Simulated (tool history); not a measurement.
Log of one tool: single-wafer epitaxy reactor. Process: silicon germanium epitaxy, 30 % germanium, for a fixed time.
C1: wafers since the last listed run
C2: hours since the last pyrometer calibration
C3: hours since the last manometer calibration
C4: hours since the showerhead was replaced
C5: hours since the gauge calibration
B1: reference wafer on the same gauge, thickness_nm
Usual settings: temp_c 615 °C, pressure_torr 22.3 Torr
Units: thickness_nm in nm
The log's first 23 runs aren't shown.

Run 24, hour 1869.0: usual settings; C1 566; C2 167.7; C3 1052.2; C4 890.1; C5 693.1; B1 92.092. Result: thickness_nm 88.748 nm.
Run 25, hour 1947.3: usual settings but temp_c 629 °C, pressure_torr 26.6 Torr; C1 948; C2 246.0; C3 1130.5; C4 968.4; C5 771.4; B1 92.127. Result: thickness_nm 116.103 nm.
Run 26, hour 2005.7: usual settings but temp_c 626 °C; C1 707; C2 304.4; C3 1188.9; C4 1026.8; C5 829.8; B1 92.168. Result: thickness_nm 105.050 nm.
At hour 2043.0: capacitance manometer re-zeroed and calibrated.
Run 27, hour 2085.2: usual settings but temp_c 608 °C, pressure_torr 20.6 Torr; C1 866; C2 383.9; C3 42.2; C4 1106.3; C5 909.3; B1 92.238. Result: thickness_nm 78.456 nm.
Run 28, hour 2171.0: usual settings but temp_c 610 °C; C1 1039; C2 469.7; C3 128.0; C4 1192.1; C5 995.1; B1 92.168. Result: thickness_nm 82.844 nm.
Run 29, hour 2249.2: usual settings but temp_c 600 °C, pressure_torr 18.2 Torr; C1 947; C2 547.9; C3 206.2; C4 1270.3; C5 1073.3; B1 92.131. Result: thickness_nm 65.664 nm.
Run 30, hour 2306.4: usual settings; C1 692; C2 605.1; C3 263.4; C4 1327.5; C5 1130.5; B1 92.274. Result: thickness_nm 88.671 nm.
Run 31, hour 2388.1: usual settings but temp_c 627 °C, pressure_torr 24.1 Torr; C1 989; C2 686.8; C3 345.1; C4 1409.2; C5 1212.2; B1 92.205. Result: thickness_nm 109.871 nm.
Run 32, hour 2495.2: usual settings but temp_c 610 °C; C1 1297; C2 793.9; C3 452.2; C4 1516.3; C5 1319.3; B1 92.265. Result: thickness_nm 81.946 nm.
Run 33, hour 2545.5: usual settings; C1 609; C2 844.2; C3 502.5; C4 1566.6; C5 1369.6; B1 92.176. Result: thickness_nm 89.402 nm.
At hour 2648.0: pyrometer calibrated.
Run 34, hour 2648.5: usual settings but temp_c 608 °C; C1 1150; C2 0.5; C3 605.5; C4 1669.6; C5 1472.6; B1 92.384. Result: thickness_nm 79.109 nm.
Run 35, hour 2693.8: usual settings but temp_c 611 °C; C1 548; C2 45.8; C3 650.8; C4 1714.9; C5 1517.9; B1 92.291. Result: thickness_nm 83.088 nm.

Forecast each of these 4 alternatives for the next run:
Run A, hour 2694.2: usual settings; C1 4; C2 46.2; C3 651.2; C4 1715.3; C5 1518.3; B1 ?. Result: thickness_nm ?.
Run B, hour 2694.2: usual settings but temp_c 606 °C, pressure_torr 27.0 Torr; C1 4; C2 46.2; C3 651.2; C4 1715.3; C5 1518.3; B1 ?. Result: thickness_nm ?.
Run C, hour 2694.2: usual settings but pressure_torr 24.7 Torr; C1 4; C2 46.2; C3 651.2; C4 1715.3; C5 1518.3; B1 ?. Result: thickness_nm ?.
Run D, hour 2694.2: usual settings but temp_c 602 °C; C1 4; C2 46.2; C3 651.2; C4 1715.3; C5 1518.3; B1 ?. Result: thickness_nm ?.

run      B1  thickness_nm
  A  92.312        88.936
  B  92.312        82.627
  C  92.312        92.186
  D  92.312        72.480
Without the tool's hidden state the same runs would have given:
run  thickness_nm
  A        90.197
  B        83.799
  C        93.493
  D        73.508

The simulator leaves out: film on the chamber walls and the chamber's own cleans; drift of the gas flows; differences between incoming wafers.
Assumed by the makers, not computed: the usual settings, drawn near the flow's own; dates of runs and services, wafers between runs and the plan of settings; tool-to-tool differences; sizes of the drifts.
